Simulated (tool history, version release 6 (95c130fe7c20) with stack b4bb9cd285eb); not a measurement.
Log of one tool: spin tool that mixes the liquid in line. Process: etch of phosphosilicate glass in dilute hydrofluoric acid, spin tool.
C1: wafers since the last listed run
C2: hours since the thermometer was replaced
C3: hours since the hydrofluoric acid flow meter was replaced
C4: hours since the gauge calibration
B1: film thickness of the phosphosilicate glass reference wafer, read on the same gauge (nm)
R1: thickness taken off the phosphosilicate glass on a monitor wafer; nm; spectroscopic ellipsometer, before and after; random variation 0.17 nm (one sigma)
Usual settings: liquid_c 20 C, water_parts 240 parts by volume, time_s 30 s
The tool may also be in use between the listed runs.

run 1 day=0 | liquid_c=20 water_parts=240 time_s=30 | C1=0 C2=294.3 C3=120.2 C4=445.3 | B1=150 | R1=18.21
run 2 day=3.946 | liquid_c=20 water_parts=240 time_s=30 | C1=1334 C2=389 C3=214.9 C4=540 | B1=149.98 | R1=18.05
run 3 day=7.275 | liquid_c=22.5 water_parts=240 time_s=20 | C1=1126 C2=468.9 C3=294.8 C4=619.9 | B1=149.99 | R1=13.08
run 4 day=9.608 | liquid_c=22.5 water_parts=240 time_s=20 | C1=789 C2=524.9 C3=350.8 C4=675.9 | B1=150.01 | R1=12.93
-- day=10.579 gauge calibrated
run 5 day=11.862 | liquid_c=20 water_parts=240 time_s=30 | C1=762 C2=579 C3=404.9 C4=30.8 | B1=149.95 | R1=17.95
run 6 day=15.95 | liquid_c=20 water_parts=240 time_s=30 | C1=1382 C2=677.1 C3=503 C4=128.9 | B1=150.02 | R1=17.44
run 7 day=19.442 | liquid_c=20 water_parts=240 time_s=30 | C1=1181 C2=760.9 C3=586.8 C4=212.7 | B1=150.04 | R1=17.74
run 8 day=21.204 | liquid_c=20 water_parts=240 time_s=30 | C1=596 C2=803.2 C3=629.1 C4=255 | B1=149.98 | R1=17.41
-- day=22.596 thermometer replaced
run 9 day=23.296 | liquid_c=20 water_parts=240 time_s=30 | C1=693 C2=16.8 C3=679.3 C4=305.2 | B1=149.96 | R1=16.27
run 10 day=26.404 | liquid_c=20 water_parts=240 time_s=30 | C1=1051 C2=91.4 C3=753.9 C4=379.8 | B1=150.01 | R1=16.28
-- day=27.262 hydrofluoric acid flow meter replaced
run 11 day=27.95 | liquid_c=20 water_parts=285 time_s=30 | C1=508 C2=128.5 C3=16.5 C4=416.9 | B1=150.02 | R1=14.29
run 12 day=30.683 | liquid_c=20 water_parts=135 time_s=30 | C1=924 C2=194.1 C3=82.1 C4=482.5 | B1=150.03 | R1=35.65
run 13 day=33.508 | liquid_c=22 water_parts=205 time_s=40 | C1=955 C2=261.9 C3=149.9 C4=550.3 | B1=150.01 | R1=30.93
-- day=33.562 gauge calibrated
run 14 day=36.558 | liquid_c=17 water_parts=300 time_s=20 | C1=1031 C2=335.1 C3=223.1 C4=71.9 | B1=150 | R1=8.11
run 15 day=41.017 | liquid_c=20 water_parts=240 time_s=25 | C1=1507 C2=442.1 C3=330.1 C4=178.9 | B1=150 | R1=14.79
run 16 day=45.433 | liquid_c=17 water_parts=185 time_s=40 | C1=1493 C2=548.1 C3=436.1 C4=284.9 | B1=149.97 | R1=28.66
run 17 day=49.479 | liquid_c=22.5 water_parts=240 time_s=30 | C1=1368 C2=645.2 C3=533.2 C4=382 | B1=150.04 | R1=19.38

Forecast each of these 4 alternatives for the next run:
run A day=49.496 | liquid_c=20 water_parts=240 time_s=30 | C1=5 C2=645.6 C3=533.6 C4=382.4 | B1=? | R1=?
run B day=49.496 | liquid_c=22.5 water_parts=275 time_s=30 | C1=5 C2=645.6 C3=533.6 C4=382.4 | B1=? | R1=?
run C day=49.496 | liquid_c=20 water_parts=355 time_s=30 | C1=5 C2=645.6 C3=533.6 C4=382.4 | B1=? | R1=?
run D day=49.496 | liquid_c=23.5 water_parts=335 time_s=45 | C1=5 C2=645.6 C3=533.6 C4=382.4 | B1=? | R1=?

run=A B1=150.02 R1=17.67
run=B B1=150.02 R1=16.26
run=C B1=150.02 R1=10.68
run=D B1=150.02 R1=19.47
Without the tool's hidden state the same runs would have given:
run=A R1=17.56
run=B R1=16.25
run=C R1=10.71
run=D R1=19.58

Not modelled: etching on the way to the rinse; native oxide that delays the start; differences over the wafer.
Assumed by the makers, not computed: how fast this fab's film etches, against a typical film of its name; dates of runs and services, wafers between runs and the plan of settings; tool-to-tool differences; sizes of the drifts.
